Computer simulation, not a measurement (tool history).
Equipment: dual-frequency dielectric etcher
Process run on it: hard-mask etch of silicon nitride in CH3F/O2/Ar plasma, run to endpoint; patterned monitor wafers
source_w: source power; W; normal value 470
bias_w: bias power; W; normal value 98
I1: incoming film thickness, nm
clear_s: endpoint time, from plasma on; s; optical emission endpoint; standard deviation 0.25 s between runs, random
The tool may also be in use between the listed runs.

run 1 hour=0 | source_w=470 bias_w=98 | I1=37.85 | clear_s=45.9
-- hour=21.9 wet clean of the chamber
run 2 hour=51.9 | source_w=470 bias_w=92 | I1=38.33 | clear_s=49.2
run 3 hour=108.6 | source_w=470 bias_w=92 | I1=38.34 | clear_s=49
run 4 hour=170.3 | source_w=470 bias_w=92 | I1=38.55 | clear_s=48.9
run 5 hour=207.7 | source_w=400 bias_w=111 | I1=38.06 | clear_s=47.8
run 6 hour=236.6 | source_w=400 bias_w=111 | I1=38.04 | clear_s=48.1
-- hour=276.6 upper electrode replaced, of another model than before
run 7 hour=277.1 | source_w=470 bias_w=98 | I1=38.06 | clear_s=47.5
run 8 hour=315.4 | source_w=470 bias_w=98 | I1=38.59 | clear_s=47.4
run 9 hour=377.8 | source_w=470 bias_w=98 | I1=38.13 | clear_s=46.8
run 10 hour=402.2 | source_w=540 bias_w=78 | I1=38.56 | clear_s=51.4
run 11 hour=429.3 | source_w=410 bias_w=118 | I1=38.25 | clear_s=44.1
-- hour=481.6 wet clean of the chamber
run 12 hour=482.1 | source_w=360 bias_w=108 | I1=38.28 | clear_s=48.7
run 13 hour=528.7 | source_w=570 bias_w=74 | I1=38.52 | clear_s=52.3
run 14 hour=580.2 | source_w=530 bias_w=85 | I1=38.27 | clear_s=49.3
-- hour=608.1 source power generator calibrated
-- hour=618.5 bias power generator calibrated
run 15 hour=629 | source_w=380 bias_w=75 | I1=38.15 | clear_s=56.2
run 16 hour=659.7 | source_w=470 bias_w=91 | I1=38.3 | clear_s=49.3
run 17 hour=712.1 | source_w=470 bias_w=98 | I1=38.6 | clear_s=47.5
run 18 hour=763.9 | source_w=580 bias_w=78 | I1=38.05 | clear_s=49.4
run 19 hour=816.1 | source_w=470 bias_w=98 | I1=38.57 | clear_s=46.6

Per-run results on a tool with no hidden state, each run keeping its own random variation:
Unlogged tool condition in this case: etch rate over this chamber's usual, %; source power that arrives over what is set, %; bias power that arrives over what is set, %.
run=1 clear_s=47.4
run=2 clear_s=49.1
run=3 clear_s=49.1
run=4 clear_s=49.2
run=5 clear_s=48.2
run=6 clear_s=48.6
run=7 clear_s=48.2
run=8 clear_s=48.2
run=9 clear_s=47.8
run=10 clear_s=52.6
run=11 clear_s=45.2
run=12 clear_s=48.9
run=13 clear_s=52.7
run=14 clear_s=49.9
run=15 clear_s=57.1
run=16 clear_s=50.2
run=17 clear_s=48.6
run=18 clear_s=50.6
run=19 clear_s=47.9
